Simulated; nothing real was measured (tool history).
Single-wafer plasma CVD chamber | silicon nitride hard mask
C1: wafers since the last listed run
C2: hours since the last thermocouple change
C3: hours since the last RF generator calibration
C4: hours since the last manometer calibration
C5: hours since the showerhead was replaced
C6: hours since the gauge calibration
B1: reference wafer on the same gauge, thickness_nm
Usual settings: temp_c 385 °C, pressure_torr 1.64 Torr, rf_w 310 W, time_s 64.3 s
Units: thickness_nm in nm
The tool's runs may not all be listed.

Run 1, hour 0: usual settings but time_s 56.1 s; C1 0; C2 1453.5; C3 1442.8; C4 151.4; C5 5258; C6 696.3; B1 69.446. Result: thickness_nm 64.96 nm.
Run 2, hour 61.4: usual settings but time_s 56.1 s; C1 1077; C2 1514.9; C3 1504.2; C4 212.8; C5 5319.4; C6 757.7; B1 69.417. Result: thickness_nm 64.864 nm.
At hour 175.7: RF generator calibrated.
Run 3, hour 233.5: usual settings but temp_c 389 °C, pressure_torr 1.43 Torr; C1 2879; C2 1687; C3 57.8; C4 384.9; C5 5491.5; C6 929.8; B1 69.429. Result: thickness_nm 74.932 nm.
Run 4, hour 328.8: usual settings; C1 1672; C2 1782.3; C3 153.1; C4 480.2; C5 5586.8; C6 1025.1; B1 69.402. Result: thickness_nm 77.798 nm.
Run 5, hour 365.8: usual settings; C1 649; C2 1819.3; C3 190.1; C4 517.2; C5 5623.8; C6 1062.1; B1 69.454. Result: thickness_nm 77.936 nm.
Run 6, hour 661.6: usual settings; C1 5189; C2 2115.1; C3 485.9; C4 813; C5 5919.6; C6 1357.9; B1 69.474. Result: thickness_nm 77.201 nm.
Run 7, hour 762.5: usual settings but rf_w 330 W, time_s 68.9 s; C1 1770; C2 2216; C3 586.8; C4 913.9; C5 6020.5; C6 1458.8; B1 69.347. Result: thickness_nm 87.692 nm.
At hour 831.7: showerhead replaced, of another model than before.
Run 8, hour 837.5: usual settings; C1 1175; C2 2291; C3 661.8; C4 988.9; C5 5.8; C6 1533.8; B1 69.432. Result: thickness_nm 77.34 nm.
Run 9, hour 931: usual settings; C1 1640; C2 2384.5; C3 755.3; C4 1082.4; C5 99.3; C6 1627.3; B1 69.463. Result: thickness_nm 77.492 nm.
Run 10, hour 997: usual settings; C1 1157; C2 2450.5; C3 821.3; C4 1148.4; C5 165.3; C6 1693.3; B1 69.435. Result: thickness_nm 76.681 nm.
Run 11, hour 1086: usual settings but temp_c 394 °C; C1 1561; C2 2539.5; C3 910.3; C4 1237.4; C5 254.3; C6 1782.3; B1 69.412. Result: thickness_nm 76.133 nm.
Run 12, hour 1175.3: usual settings; C1 1566; C2 2628.8; C3 999.6; C4 1326.7; C5 343.6; C6 1871.6; B1 69.429. Result: thickness_nm 77.085 nm.
At hour 1198.2: capacitance manometer re-zeroed and calibrated.
At hour 1198.3: thermocouple changed; heater temperature recalibrated.
Run 13, hour 1440.4: usual settings but pressure_torr 1.51 Torr; C1 4509; C2 242.1; C3 1264.7; C4 242.2; C5 608.7; C6 2136.7; B1 69.401. Result: thickness_nm 75.007 nm.
Run 14, hour 1508.3: usual settings but pressure_torr 1.42 Torr; C1 1191; C2 310; C3 1332.6; C4 310.1; C5 676.6; C6 2204.6; B1 69.448. Result: thickness_nm 74.062 nm.
At hour 1526.7: RF generator calibrated.
Run 15, hour 1610.2: usual settings but pressure_torr 1.81 Torr, rf_w 260 W; C1 1647; C2 411.9; C3 83.5; C4 412; C5 778.5; C6 2306.5; B1 69.354. Result: thickness_nm 71.203 nm.

Forecast run 16:
At hour 1690.2: gauge calibrated.
Run 16, hour 1716.1: usual settings; C1 1858; C2 517.8; C3 189.4; C4 517.9; C5 884.4; C6 25.9; B1 ?. Result: thickness_nm ?.

{"run 16": {"B1": 69.323, "thickness_nm": 77.892}}
Without the tool's hidden state the same run would have given thickness_nm 78.311 nm.
